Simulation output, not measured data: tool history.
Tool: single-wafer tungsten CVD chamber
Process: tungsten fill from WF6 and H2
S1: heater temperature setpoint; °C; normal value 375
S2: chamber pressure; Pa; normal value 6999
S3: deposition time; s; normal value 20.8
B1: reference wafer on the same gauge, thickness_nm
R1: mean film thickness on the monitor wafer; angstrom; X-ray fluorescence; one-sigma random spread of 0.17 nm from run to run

run,day,S1,S2,S3,B1,R1
1,0.000,375,6999,20.8,41.940,505.52
2,1.925,375,6999,20.8,41.894,507.26
3,4.029,375,6999,20.8,41.959,508.92
4,6.475,375,6999,20.8,41.888,506.00
5,8.104,375,6999,20.8,41.861,505.75
6,10.988,375,6999,20.8,41.875,507.35
7,12.117,375,6999,19.7,41.898,478.47
# day 16.217: thermocouple changed; heater temperature recalibrated
8,20.404,375,6999,19.7,41.888,475.04
9,22.725,375,6999,20.8,41.908,503.98
# day 23.500: capacitance manometer re-zeroed and calibrated
10,23.867,386,6999,20.8,41.897,661.50
11,26.200,375,8159,20.8,41.898,542.08
12,31.821,363,8613,20.8,41.910,411.32
# day 36.621: gauge calibrated
13,38.450,369,6519,24.6,41.911,511.06
# day 40.904: showerhead replaced
14,40.925,366,6999,18.2,41.865,362.02
15,49.112,375,8693,20.8,41.886,547.38
16,51.892,375,8039,19.5,41.929,501.68
17,53.300,375,7439,22.5,41.958,565.88
18,55.067,363,6999,20.8,41.936,381.57
19,57.954,375,6133,20.8,41.916,492.51
20,59.796,375,6999,20.8,41.902,513.78
21,62.012,375,8466,23.8,41.868,623.27
22,63.779,375,6999,17.9,41.912,441.61
23,66.250,385,5533,24.3,41.912,701.33
24,67.992,375,6999,20.8,41.866,510.34
25,69.762,375,6999,17.5,41.924,429.00
26,72.921,370,8053,20.8,41.930,473.83
27,73.983,375,8519,20.8,41.889,544.22

What does the tool deliver on the next run?
28,75.138,375,6999,20.8,?,?

B1: 41.866
R1: 514.33 angstrom
The same run, on a tool lacking any hidden state, would have yielded R1 517.40 angstrom.
